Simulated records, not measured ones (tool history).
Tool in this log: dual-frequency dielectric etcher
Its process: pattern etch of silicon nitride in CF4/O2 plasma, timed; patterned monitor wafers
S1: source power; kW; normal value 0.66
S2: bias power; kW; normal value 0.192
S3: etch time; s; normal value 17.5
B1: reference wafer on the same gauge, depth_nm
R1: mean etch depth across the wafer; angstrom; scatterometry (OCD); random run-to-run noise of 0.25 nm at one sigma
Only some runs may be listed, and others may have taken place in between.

run,day,S1,S2,S3,B1,R1
1,0,0.77,0.192,17.5,57.34,543.2
2,1.3,0.66,0.192,17.5,57.36,487
3,2.7,0.66,0.192,17.5,57.3,485.6
4,3.308,0.66,0.192,17.5,57.39,485.8
5,4.242,0.56,0.192,17.5,57.15,436.3
6,4.958,0.76,0.224,17.5,57.2,573.1
7,8.871,0.72,0.192,19.5,57.46,571
8,9.683,0.72,0.192,19.5,57.35,575
9,10.9,0.66,0.175,17.5,57.31,465.8
10,12.354,0.66,0.192,17.5,57.36,488
# day 12.492: gauge calibrated
11,13.575,0.66,0.192,17.5,57.34,488.3
12,14.925,0.66,0.192,17.5,57.32,484.6
13,15.567,0.66,0.192,17.5,57.41,480.5
# day 16.912: wet clean of the chamber
# day 17.512: upper electrode replaced
14,17.533,0.66,0.192,17.5,57.46,486
15,17.546,0.66,0.168,13,57.28,340.2
16,18.338,0.66,0.179,20.5,57.36,549.7
17,21.275,0.74,0.192,17.5,57.39,524.9
18,22.675,0.73,0.192,22,57.34,654.2
19,23.667,0.51,0.171,21.5,57.18,474.2
# day 23.846: source power generator calibrated
20,24.371,0.66,0.192,17.5,57.27,486.6
# day 25.233: bias power generator calibrated
21,28.529,0.66,0.192,17.5,57.35,484.4
22,29.783,0.66,0.218,17.5,57.31,513.3
23,31.125,0.66,0.148,20.5,57.33,509.3
24,32.546,0.66,0.192,17.5,57.33,486.5
25,33.175,0.66,0.176,17.5,57.26,467.5
26,34.067,0.66,0.173,21,57.31,559.4
27,35.017,0.66,0.157,14.5,57.25,369.2
28,35.992,0.59,0.192,21.5,57.32,549.2
29,37.142,0.52,0.157,20,57.22,436.8
30,38.025,0.76,0.224,17.5,57.36,573.1

What if the next run were any one of these 4? Each begins from the tool's condition after run 30:
A,38.042,0.66,0.192,17.5,?,?
B,38.042,0.82,0.165,17.5,?,?
C,38.042,0.55,0.235,17.5,?,?
D,38.042,0.57,0.192,17.5,?,?

run,B1,R1
A,57.28,484.9
B,57.28,527.9
C,57.28,469.8
D,57.28,440.1
With no hidden state in the tool, these same runs would have given:
run,R1
A,484.9
B,527.9
C,469.8
D,440.1
